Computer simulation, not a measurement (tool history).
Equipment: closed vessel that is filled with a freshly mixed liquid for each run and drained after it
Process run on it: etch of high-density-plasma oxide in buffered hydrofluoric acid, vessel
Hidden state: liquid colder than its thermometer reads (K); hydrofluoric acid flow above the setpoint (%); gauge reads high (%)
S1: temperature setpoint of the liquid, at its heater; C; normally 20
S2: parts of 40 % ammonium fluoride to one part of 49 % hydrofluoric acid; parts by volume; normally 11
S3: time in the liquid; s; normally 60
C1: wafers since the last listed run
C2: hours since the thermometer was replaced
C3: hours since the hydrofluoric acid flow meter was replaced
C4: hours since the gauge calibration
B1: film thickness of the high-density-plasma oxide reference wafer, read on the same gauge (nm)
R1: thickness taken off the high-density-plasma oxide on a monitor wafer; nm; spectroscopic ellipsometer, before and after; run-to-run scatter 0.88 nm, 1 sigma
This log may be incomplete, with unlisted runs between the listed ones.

{"run": 1, "hour": 0.0, "S1": 20, "S2": 11, "S3": 60, "C1": 0, "C2": 686.4, "C3": 1371.2, "C4": 318.4, "B1": 130.02, "R1": 115.15}
{"run": 2, "hour": 51.1, "S1": 20, "S2": 11, "S3": 60, "C1": 5369, "C2": 737.5, "C3": 1422.3, "C4": 369.5, "B1": 129.99, "R1": 115.04}
{"run": 3, "hour": 155.1, "S1": 20, "S2": 11, "S3": 60, "C1": 10927, "C2": 841.5, "C3": 1526.3, "C4": 473.5, "B1": 129.99, "R1": 114.45}
{"run": 4, "hour": 222.9, "S1": 20, "S2": 11, "S3": 85, "C1": 7123, "C2": 909.3, "C3": 1594.1, "C4": 541.3, "B1": 129.99, "R1": 160.29}
{"run": 5, "hour": 307.2, "S1": 20, "S2": 11, "S3": 60, "C1": 8857, "C2": 993.6, "C3": 1678.4, "C4": 625.6, "B1": 129.98, "R1": 113.18}
{"run": 6, "hour": 353.9, "S1": 20, "S2": 11, "S3": 60, "C1": 4906, "C2": 1040.3, "C3": 1725.1, "C4": 672.3, "B1": 130.01, "R1": 112.15}
{"hour": 369.8, "done": "thermometer replaced"}
{"run": 7, "hour": 397.2, "S1": 20, "S2": 11, "S3": 60, "C1": 4444, "C2": 27.4, "C3": 1768.4, "C4": 715.6, "B1": 129.98, "R1": 117.9}
{"run": 8, "hour": 477.1, "S1": 22, "S2": 8, "S3": 60, "C1": 8395, "C2": 107.3, "C3": 1848.3, "C4": 795.5, "B1": 130, "R1": 174.27}
{"run": 9, "hour": 560.5, "S1": 22, "S2": 8, "S3": 60, "C1": 8762, "C2": 190.7, "C3": 1931.7, "C4": 878.9, "B1": 130.01, "R1": 172.37}
{"hour": 608.7, "done": "hydrofluoric acid flow meter replaced"}
{"run": 10, "hour": 660.4, "S1": 22, "S2": 8, "S3": 60, "C1": 10391, "C2": 290.6, "C3": 51.7, "C4": 978.8, "B1": 130.03, "R1": 174.53}
{"run": 11, "hour": 715.9, "S1": 20, "S2": 11, "S3": 60, "C1": 5831, "C2": 346.1, "C3": 107.2, "C4": 1034.3, "B1": 129.98, "R1": 115.33}
{"run": 12, "hour": 756.4, "S1": 20, "S2": 11, "S3": 60, "C1": 4255, "C2": 386.6, "C3": 147.7, "C4": 1074.8, "B1": 130.01, "R1": 115.61}
{"run": 13, "hour": 861.9, "S1": 23, "S2": 15, "S3": 95, "C1": 11085, "C2": 492.1, "C3": 253.2, "C4": 1180.3, "B1": 130, "R1": 159.11}
{"run": 14, "hour": 942.3, "S1": 17, "S2": 9.5, "S3": 60, "C1": 8447, "C2": 572.5, "C3": 333.6, "C4": 1260.7, "B1": 129.99, "R1": 109.06}
{"run": 15, "hour": 1034.5, "S1": 22, "S2": 8, "S3": 60, "C1": 9687, "C2": 664.7, "C3": 425.8, "C4": 1352.9, "B1": 130.03, "R1": 171.95}
{"run": 16, "hour": 1110.8, "S1": 24.5, "S2": 6.5, "S3": 80, "C1": 8016, "C2": 741, "C3": 502.1, "C4": 1429.2, "B1": 130, "R1": 325.15}
{"hour": 1136.7, "done": "gauge calibrated"}
{"run": 17, "hour": 1192.2, "S1": 22, "S2": 13.5, "S3": 60, "C1": 8552, "C2": 822.4, "C3": 583.5, "C4": 55.5, "B1": 130.05, "R1": 103.46}
{"run": 18, "hour": 1245.4, "S1": 24, "S2": 11, "S3": 85, "C1": 5589, "C2": 875.6, "C3": 636.7, "C4": 108.7, "B1": 130.03, "R1": 201.06}
{"hour": 1249.4, "done": "thermometer replaced"}
{"run": 19, "hour": 1288.6, "S1": 17, "S2": 11, "S3": 75, "C1": 4434, "C2": 39.2, "C3": 679.9, "C4": 151.9, "B1": 130, "R1": 124.71}

Predict the results of run 20:
{"run": 20, "hour": 1380.4, "S1": 20, "S2": 11, "S3": 60, "C1": 9645, "C2": 131, "C3": 771.7, "C4": 243.7, "B1": "?", "R1": "?"}

{"run 20": {"B1": 129.99, "R1": 117.96}}
On a tool with no hidden condition, and with the same random variation, this run would have come out at R1 119.02 nm.
